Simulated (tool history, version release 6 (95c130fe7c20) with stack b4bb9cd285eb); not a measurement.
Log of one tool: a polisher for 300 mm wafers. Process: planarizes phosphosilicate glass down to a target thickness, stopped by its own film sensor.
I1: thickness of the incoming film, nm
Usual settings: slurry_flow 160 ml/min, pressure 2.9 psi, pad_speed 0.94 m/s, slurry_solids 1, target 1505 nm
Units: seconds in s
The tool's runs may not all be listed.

Run 1, hour 0: usual settings; I1 1921.9. Result: seconds 49.7 s.
At hour 12.4: slurry nozzle cleaned.
Run 2, hour 31.1: usual settings; I1 1959.8. Result: seconds 52.7 s.
At hour 57.2: slurry blender recalibrated.
Run 3, hour 57.7: usual settings; I1 1992.6. Result: seconds 55.7 s.
Run 4, hour 80.2: usual settings but pad_speed 1.06 m/s; I1 1942.5. Result: seconds 46.1 s.
Run 5, hour 105: usual settings but pad_speed 0.72 m/s; I1 1974.1. Result: seconds 67.1 s.
At hour 112.3: worn pad replaced by a new one.
At hour 154.7: head pressure recalibrated.
At hour 176.8: conditioning disc replaced and pad reconditioned.
Run 6, hour 198.5: usual settings but pad_speed 0.72 m/s; I1 1957.4. Result: seconds 69.3 s.
Run 7, hour 221.9: usual settings; I1 1964.3. Result: seconds 57.3 s.
Run 8, hour 234.1: usual settings but slurry_solids 1.1; I1 1963.1. Result: seconds 52.5 s.
Run 9, hour 251.1: usual settings but slurry_solids 1.1; I1 1950.4. Result: seconds 51 s.
Run 10, hour 276.4: usual settings but slurry_solids 1.1; I1 1964.2. Result: seconds 52.7 s.
At hour 280: slurry nozzle cleaned.
At hour 291: worn pad replaced by a new one.
Run 11, hour 304.9: usual settings but slurry_flow 175 ml/min; I1 1973.7. Result: seconds 53.4 s.
Run 12, hour 329.4: usual settings but slurry_flow 105 ml/min, pressure 2.1 psi, pad_speed 0.62 m/s, target 1436 nm; I1 1952.8. Result: seconds 111 s.
At hour 350.8: conditioning disc replaced and pad reconditioned.
Run 13, hour 351.2: usual settings but slurry_flow 210 ml/min, slurry_solids 0.85, target 1391 nm; I1 1937.3. Result: seconds 69.2 s.
Run 14, hour 382.4: usual settings but slurry_flow 115 ml/min, target 1451 nm; I1 1964.8. Result: seconds 63.4 s.
Run 15, hour 408.3: usual settings but slurry_flow 200 ml/min, pad_speed 1.18 m/s; I1 1974.4. Result: seconds 44.4 s.
At hour 426.2: slurry blender recalibrated.
At hour 450.9: worn pad replaced by a new one.
Run 16, hour 476.7: usual settings but slurry_solids 0.9, target 1390 nm; I1 1934.9. Result: seconds 69.7 s.
At hour 496.9: head pressure recalibrated.
Run 17, hour 497.4: usual settings but slurry_flow 210 ml/min, pressure 1.9 psi, pad_speed 0.84 m/s, slurry_solids 1.1; I1 1954.6. Result: seconds 74.6 s.
Run 18, hour 517.3: usual settings but slurry_flow 195 ml/min, pressure 3.4 psi, pad_speed 0.72 m/s, target 1579 nm; I1 1965.5. Result: seconds 52.2 s.
At hour 523.5: conditioning disc replaced and pad reconditioned.
At hour 533.9: slurry nozzle cleaned.
Run 19, hour 546.8: usual settings but pressure 2.1 psi; I1 1958.8. Result: seconds 66.5 s.
Run 20, hour 579.4: usual settings but pressure 3.4 psi; I1 1957.9. Result: seconds 48.2 s.
At hour 652.1: worn pad replaced by a new one.
Run 21, hour 681.3: usual settings; I1 1988.3. Result: seconds 56.8 s.
Run 22, hour 703.2: usual settings but pressure 3.2 psi; I1 1928.2. Result: seconds 47.7 s.
At hour 713.1: conditioning disc replaced and pad reconditioned.
At hour 721.2: slurry blender recalibrated.
Run 23, hour 726.2: usual settings; I1 1935.4. Result: seconds 51.4 s.
Run 24, hour 752: usual settings; I1 1988.7. Result: seconds 57 s.

Forecast each of these 5 alternatives for the next run:
Run A, hour 752.4: usual settings but target 1573 nm; I1 1950. Result: seconds ?.
Run B, hour 752.4: usual settings but slurry_flow 200 ml/min; I1 1950. Result: seconds ?.
Run C, hour 752.4: usual settings but pressure 3.4 psi, pad_speed 0.76 m/s; I1 1950. Result: seconds ?.
Run D, hour 752.4: usual settings but pressure 2.2 psi, target 1596 nm; I1 1950. Result: seconds ?.
Run E, hour 752.4: usual settings but pad_speed 0.82 m/s, slurry_solids 0.75; I1 1950. Result: seconds ?.

run  seconds
  A     44.5
  B     50.8
  C     55.7
  D       50
  E       73
Without the tool's hidden state the same runs would have given:
run  seconds
  A     45.9
  B     52.8
  C     57.5
  D     51.6
  E     75.4

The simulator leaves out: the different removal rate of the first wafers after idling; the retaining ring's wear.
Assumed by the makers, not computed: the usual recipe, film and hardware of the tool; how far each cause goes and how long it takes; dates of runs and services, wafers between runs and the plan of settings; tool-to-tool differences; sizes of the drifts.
